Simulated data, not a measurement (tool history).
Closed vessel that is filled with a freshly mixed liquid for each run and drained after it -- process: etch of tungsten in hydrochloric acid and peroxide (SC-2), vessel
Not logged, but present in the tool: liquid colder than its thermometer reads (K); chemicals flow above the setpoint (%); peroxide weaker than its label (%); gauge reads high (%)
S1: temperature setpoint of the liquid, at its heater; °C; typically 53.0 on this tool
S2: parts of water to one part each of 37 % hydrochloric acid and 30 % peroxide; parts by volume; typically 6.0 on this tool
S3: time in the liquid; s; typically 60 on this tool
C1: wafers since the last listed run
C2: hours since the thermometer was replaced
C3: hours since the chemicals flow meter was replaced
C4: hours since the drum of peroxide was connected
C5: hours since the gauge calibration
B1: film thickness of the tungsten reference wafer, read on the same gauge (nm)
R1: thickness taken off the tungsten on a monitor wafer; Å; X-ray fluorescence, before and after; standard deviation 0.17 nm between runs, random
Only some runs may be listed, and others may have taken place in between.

run	hour	S1	S2	S3	C1	C2	C3	C4	C5	B1	R1
1	0.0	53.0	6.0	35	0	760.6	585.7	960.0	757.4	30.01	98.7
2	70.2	53.0	6.0	35	7284	830.8	655.9	1030.2	827.6	30.00	97.8
3	164.9	61.0	6.0	60	9827	925.5	750.6	1124.9	922.3	30.03	281.0
# hour 205.0: chemicals flow meter replaced
4	215.4	61.0	6.0	60	5136	976.0	10.4	1175.4	972.8	30.02	278.8
5	254.6	55.5	8.5	60	4067	1015.2	49.6	1214.6	1012.0	29.99	147.5
6	357.5	55.5	8.5	60	10677	1118.1	152.5	1317.5	1114.9	29.99	146.6
# hour 473.7: thermometer replaced
7	497.9	44.0	6.0	90	14465	24.2	292.9	1457.9	1255.3	30.00	150.9
8	546.9	49.0	5.0	75	5084	73.2	341.9	1506.9	1304.3	29.99	200.0
9	613.9	53.0	6.0	60	6952	140.2	408.9	1573.9	1371.3	29.99	181.7
# hour 658.4: new drum of peroxide connected
10	718.0	53.0	6.0	60	10698	244.3	513.0	59.6	1475.4	29.97	181.6
11	810.4	59.0	7.0	60	9588	336.7	605.4	152.0	1567.8	29.99	231.8
12	911.0	57.5	4.0	50	10439	437.3	706.0	252.6	1668.4	30.01	263.5
13	952.9	56.5	8.0	60	4347	479.2	747.9	294.5	1710.3	29.98	175.4
14	1059.6	62.5	4.0	90	11072	585.9	854.6	401.2	1817.0	29.99	649.1
# hour 1068.8: chemicals flow meter replaced
15	1107.2	53.0	6.0	60	4835	633.5	38.4	448.8	1864.6	30.02	169.9
16	1168.2	53.0	6.0	75	6329	694.5	99.4	509.8	1925.6	30.01	211.0

Run 17 is up next; what results do you expect?
17	1251.3	53.0	6.0	60	8623	777.6	182.5	592.9	2008.7	?	?

Run 17 measured B1 29.98, R1 170.2 Å.
Without the tool's hidden state the same run would have given R1 183.2 Å.
